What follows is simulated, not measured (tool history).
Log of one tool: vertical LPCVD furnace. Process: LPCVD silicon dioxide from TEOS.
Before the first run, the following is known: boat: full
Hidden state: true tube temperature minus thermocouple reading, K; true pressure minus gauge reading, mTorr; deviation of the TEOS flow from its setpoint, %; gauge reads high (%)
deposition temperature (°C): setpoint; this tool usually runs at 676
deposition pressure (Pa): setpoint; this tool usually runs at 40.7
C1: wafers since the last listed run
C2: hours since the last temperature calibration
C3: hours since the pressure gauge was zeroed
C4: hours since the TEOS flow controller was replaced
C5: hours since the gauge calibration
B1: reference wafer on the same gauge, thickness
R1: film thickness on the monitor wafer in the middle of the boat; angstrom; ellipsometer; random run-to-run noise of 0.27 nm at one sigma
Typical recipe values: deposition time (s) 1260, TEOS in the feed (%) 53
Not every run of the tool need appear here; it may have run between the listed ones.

{"run": 1, "day": 0.0, "deposition temperature (°C)": 676, "deposition pressure (Pa)": 40.7, "deposition time (s)": 1260, "TEOS in the feed (%)": 53, "C1": 0, "C2": 2551.2, "C3": 2160.2, "C4": 5340.8, "C5": 1079.8, "B1": 73.24, "R1": 804.5}
{"run": 2, "day": 3.104, "deposition temperature (°C)": 676, "deposition pressure (Pa)": 40.7, "deposition time (s)": 1260, "TEOS in the feed (%)": 53, "C1": 2096, "C2": 2625.7, "C3": 2234.7, "C4": 5415.3, "C5": 1154.3, "B1": 73.16, "R1": 806.3}
{"run": 3, "day": 6.483, "deposition temperature (°C)": 676, "deposition pressure (Pa)": 40.7, "deposition time (s)": 1260, "TEOS in the feed (%)": 53, "C1": 2281, "C2": 2706.8, "C3": 2315.8, "C4": 5496.4, "C5": 1235.4, "B1": 73.24, "R1": 803.9}
{"run": 4, "day": 8.054, "deposition temperature (°C)": 676, "deposition pressure (Pa)": 40.7, "deposition time (s)": 1260, "TEOS in the feed (%)": 59, "C1": 1060, "C2": 2744.5, "C3": 2353.5, "C4": 5534.1, "C5": 1273.1, "B1": 73.19, "R1": 846.3}
{"run": 5, "day": 9.712, "deposition temperature (°C)": 676, "deposition pressure (Pa)": 40.7, "deposition time (s)": 1260, "TEOS in the feed (%)": 53, "C1": 1119, "C2": 2784.3, "C3": 2393.3, "C4": 5573.9, "C5": 1312.9, "B1": 73.19, "R1": 801.3}
{"run": 6, "day": 13.212, "deposition temperature (°C)": 676, "deposition pressure (Pa)": 40.7, "deposition time (s)": 1260, "TEOS in the feed (%)": 53, "C1": 2363, "C2": 2868.3, "C3": 2477.3, "C4": 5657.9, "C5": 1396.9, "B1": 73.28, "R1": 805.5}
{"run": 7, "day": 14.938, "deposition temperature (°C)": 676, "deposition pressure (Pa)": 40.7, "deposition time (s)": 1260, "TEOS in the feed (%)": 53, "C1": 1164, "C2": 2909.7, "C3": 2518.7, "C4": 5699.3, "C5": 1438.3, "B1": 73.19, "R1": 801.9}
{"run": 8, "day": 18.583, "deposition temperature (°C)": 676, "deposition pressure (Pa)": 40.7, "deposition time (s)": 1260, "TEOS in the feed (%)": 53, "C1": 2461, "C2": 2997.2, "C3": 2606.2, "C4": 5786.8, "C5": 1525.8, "B1": 73.27, "R1": 810.4}
{"day": 20.688, "done": "thermocouples replaced and temperature profile calibrated"}
{"run": 9, "day": 20.708, "deposition temperature (°C)": 676, "deposition pressure (Pa)": 35.3, "deposition time (s)": 1260, "TEOS in the feed (%)": 53, "C1": 759, "C2": 0.5, "C3": 2657.2, "C4": 5837.8, "C5": 1576.8, "B1": 73.2, "R1": 753.1}
{"day": 23.262, "done": "TEOS flow controller replaced"}
{"run": 10, "day": 24.475, "deposition temperature (°C)": 676, "deposition pressure (Pa)": 35.3, "deposition time (s)": 1260, "TEOS in the feed (%)": 53, "C1": 1868, "C2": 90.9, "C3": 2747.6, "C4": 29.1, "C5": 1667.2, "B1": 73.19, "R1": 747.6}
{"run": 11, "day": 26.329, "deposition temperature (°C)": 676, "deposition pressure (Pa)": 35.3, "deposition time (s)": 1260, "TEOS in the feed (%)": 53, "C1": 1252, "C2": 135.4, "C3": 2792.1, "C4": 73.6, "C5": 1711.7, "B1": 73.19, "R1": 750.2}
{"run": 12, "day": 29.712, "deposition temperature (°C)": 676, "deposition pressure (Pa)": 40.7, "deposition time (s)": 900, "TEOS in the feed (%)": 53, "C1": 2284, "C2": 216.6, "C3": 2873.3, "C4": 154.8, "C5": 1792.9, "B1": 73.2, "R1": 570.6}
{"run": 13, "day": 31.792, "deposition temperature (°C)": 680, "deposition pressure (Pa)": 32, "deposition time (s)": 1410, "TEOS in the feed (%)": 47, "C1": 1404, "C2": 266.5, "C3": 2923.2, "C4": 204.7, "C5": 1842.8, "B1": 73.21, "R1": 824.2}
{"run": 14, "day": 38.233, "deposition temperature (°C)": 676, "deposition pressure (Pa)": 40.7, "deposition time (s)": 1590, "TEOS in the feed (%)": 53, "C1": 4349, "C2": 421.1, "C3": 3077.8, "C4": 359.3, "C5": 1997.4, "B1": 73.2, "R1": 1019.2}
{"run": 15, "day": 42.046, "deposition temperature (°C)": 682, "deposition pressure (Pa)": 46, "deposition time (s)": 870, "TEOS in the feed (%)": 43, "C1": 2574, "C2": 512.6, "C3": 3169.3, "C4": 450.8, "C5": 2088.9, "B1": 73.15, "R1": 617.6}
{"run": 16, "day": 43.825, "deposition temperature (°C)": 676, "deposition pressure (Pa)": 40.7, "deposition time (s)": 1260, "TEOS in the feed (%)": 53, "C1": 1201, "C2": 555.3, "C3": 3212, "C4": 493.5, "C5": 2131.6, "B1": 73.21, "R1": 805.4}
{"run": 17, "day": 45.896, "deposition temperature (°C)": 676, "deposition pressure (Pa)": 40.7, "deposition time (s)": 1410, "TEOS in the feed (%)": 60, "C1": 1398, "C2": 605, "C3": 3261.7, "C4": 543.2, "C5": 2181.3, "B1": 73.26, "R1": 959.7}
{"run": 18, "day": 48.612, "deposition temperature (°C)": 676, "deposition pressure (Pa)": 40.7, "deposition time (s)": 1680, "TEOS in the feed (%)": 53, "C1": 1834, "C2": 670.2, "C3": 3326.9, "C4": 608.4, "C5": 2246.5, "B1": 73.29, "R1": 1068.6}
{"run": 19, "day": 52.958, "deposition temperature (°C)": 669, "deposition pressure (Pa)": 44.7, "deposition time (s)": 1260, "TEOS in the feed (%)": 53, "C1": 2934, "C2": 774.5, "C3": 3431.2, "C4": 712.7, "C5": 2350.8, "B1": 73.14, "R1": 711.9}
{"day": 53.262, "done": "gauge calibrated"}
{"run": 20, "day": 55.792, "deposition temperature (°C)": 676, "deposition pressure (Pa)": 40.7, "deposition time (s)": 1260, "TEOS in the feed (%)": 56, "C1": 1913, "C2": 842.5, "C3": 3499.2, "C4": 780.7, "C5": 60.7, "B1": 73.21, "R1": 828.5}
{"day": 59.221, "done": "pressure gauge zeroed"}
{"run": 21, "day": 59.242, "deposition temperature (°C)": 668, "deposition pressure (Pa)": 32.7, "deposition time (s)": 1020, "TEOS in the feed (%)": 56, "C1": 1654, "C2": 925.3, "C3": 0.5, "C4": 863.5, "C5": 143.5, "B1": 73.11, "R1": 490.3}
{"run": 22, "day": 62.917, "deposition temperature (°C)": 664, "deposition pressure (Pa)": 40.7, "deposition time (s)": 1260, "TEOS in the feed (%)": 43, "C1": 2481, "C2": 1013.5, "C3": 88.7, "C4": 951.7, "C5": 231.7, "B1": 73.16, "R1": 539.9}
{"run": 23, "day": 65.083, "deposition temperature (°C)": 667, "deposition pressure (Pa)": 31.3, "deposition time (s)": 1260, "TEOS in the feed (%)": 46, "C1": 1463, "C2": 1065.5, "C3": 140.7, "C4": 1003.7, "C5": 283.7, "B1": 73.19, "R1": 527.6}
{"run": 24, "day": 67.504, "deposition temperature (°C)": 684, "deposition pressure (Pa)": 44.7, "deposition time (s)": 810, "TEOS in the feed (%)": 56, "C1": 1634, "C2": 1123.6, "C3": 198.8, "C4": 1061.8, "C5": 341.8, "B1": 73.28, "R1": 678.1}
{"run": 25, "day": 71.946, "deposition temperature (°C)": 676, "deposition pressure (Pa)": 40.7, "deposition time (s)": 1260, "TEOS in the feed (%)": 56, "C1": 2999, "C2": 1230.2, "C3": 305.4, "C4": 1168.4, "C5": 448.4, "B1": 73.21, "R1": 830.1}
{"run": 26, "day": 75.008, "deposition temperature (°C)": 676, "deposition pressure (Pa)": 40.7, "deposition time (s)": 1260, "TEOS in the feed (%)": 53, "C1": 2068, "C2": 1303.7, "C3": 378.9, "C4": 1241.9, "C5": 521.9, "B1": 73.23, "R1": 801.9}
{"run": 27, "day": 78.412, "deposition temperature (°C)": 665, "deposition pressure (Pa)": 36.7, "deposition time (s)": 1500, "TEOS in the feed (%)": 46, "C1": 2298, "C2": 1385.4, "C3": 460.6, "C4": 1323.6, "C5": 603.6, "B1": 73.1, "R1": 645.3}
{"run": 28, "day": 80.929, "deposition temperature (°C)": 668, "deposition pressure (Pa)": 48.7, "deposition time (s)": 1260, "TEOS in the feed (%)": 50, "C1": 1699, "C2": 1445.8, "C3": 521, "C4": 1384, "C5": 664, "B1": 73.15, "R1": 700.7}
{"run": 29, "day": 82.804, "deposition temperature (°C)": 669, "deposition pressure (Pa)": 40.7, "deposition time (s)": 1260, "TEOS in the feed (%)": 53, "C1": 1266, "C2": 1490.8, "C3": 566, "C4": 1429, "C5": 709, "B1": 73.17, "R1": 673.6}
{"run": 30, "day": 85.75, "deposition temperature (°C)": 685, "deposition pressure (Pa)": 50, "deposition time (s)": 1470, "TEOS in the feed (%)": 44, "C1": 1989, "C2": 1561.5, "C3": 636.7, "C4": 1499.7, "C5": 779.7, "B1": 73.26, "R1": 1173.3}
{"run": 31, "day": 87.288, "deposition temperature (°C)": 676, "deposition pressure (Pa)": 40.7, "deposition time (s)": 1260, "TEOS in the feed (%)": 53, "C1": 1038, "C2": 1598.4, "C3": 673.6, "C4": 1536.6, "C5": 816.6, "B1": 73.14, "R1": 805.9}

Take each entry between the runs: how does the hidden state at the last listed run before it differ from the hidden state at the first listed run after it?
From run 8 to run 9: thermocouples replaced and temperature profile calibrated (day 20.688)
  nothing in the hidden state changes from one run to the other
From run 9 to run 10: TEOS flow controller replaced (day 23.262)
  nothing in the hidden state changes from one run to the other
From run 19 to run 20: gauge calibrated (day 53.262)
  nothing in the hidden state changes from one run to the other
From run 20 to run 21: pressure gauge zeroed (day 59.221)
  nothing in the hidden state changes from one run to the other
